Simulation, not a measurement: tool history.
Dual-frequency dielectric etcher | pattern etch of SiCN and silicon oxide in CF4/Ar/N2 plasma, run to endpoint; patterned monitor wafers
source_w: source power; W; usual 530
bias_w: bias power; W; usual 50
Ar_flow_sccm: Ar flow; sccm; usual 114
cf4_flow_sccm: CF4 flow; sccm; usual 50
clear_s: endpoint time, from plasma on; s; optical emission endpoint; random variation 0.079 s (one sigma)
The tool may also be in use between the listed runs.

| run | hour | source_w | bias_w | Ar_flow_sccm | cf4_flow_sccm | incoming incoming film thickness, nm | clear_s |
|---|---|---|---|---|---|---|---|
| 1 | 0.0 | 530 | 50 | 114 | 50 | 8.53 | 11.0 |
|  | 218.4 | wet clean of the chamber |
| 2 | 242.4 | 530 | 50 | 114 | 50 | 8.46 | 10.6 |
| 3 | 300.9 | 530 | 50 | 114 | 50 | 8.53 | 10.6 |
|  | 317.9 | CF4 flow controller replaced |
| 4 | 394.5 | 530 | 50 | 114 | 50 | 8.57 | 10.8 |
| 5 | 433.3 | 530 | 50 | 114 | 50 | 8.45 | 10.7 |
| 6 | 479.7 | 530 | 50 | 106 | 50 | 8.46 | 10.6 |
| 7 | 567.1 | 620 | 45 | 96 | 59 | 8.43 | 8.7 |
| 8 | 662.9 | 530 | 50 | 128 | 61 | 8.45 | 10.9 |
| 9 | 761.7 | 530 | 50 | 122 | 50 | 8.54 | 11.3 |
|  | 841.3 | wet clean of the chamber |
| 10 | 860.3 | 610 | 62 | 114 | 54 | 8.50 | 8.3 |
|  | 925.6 | upper electrode replaced, of another model than before |
|  | 954.4 | bias power generator calibrated |
| 11 | 965.4 | 530 | 50 | 114 | 50 | 8.49 | 10.4 |
|  | 979.5 | Ar flow controller replaced |
| 12 | 1008.0 | 530 | 50 | 114 | 50 | 8.59 | 10.7 |
| 13 | 1101.4 | 530 | 43 | 132 | 50 | 8.48 | 11.6 |
|  | 1147.2 | source power generator calibrated |
| 14 | 1167.3 | 530 | 50 | 114 | 50 | 8.58 | 10.7 |
| 15 | 1233.7 | 530 | 50 | 114 | 55 | 8.53 | 10.7 |
| 16 | 1302.7 | 530 | 50 | 95 | 46 | 8.44 | 10.6 |

Forecast run 17:
|  | 1336.1 | wet clean of the chamber |
| 17 | 1391.8 | 530 | 50 | 114 | 50 | 8.57 | ? |

Run 17 gave clear_s 10.5 s.
Without the tool's hidden state the same run would have given clear_s 10.5 s.
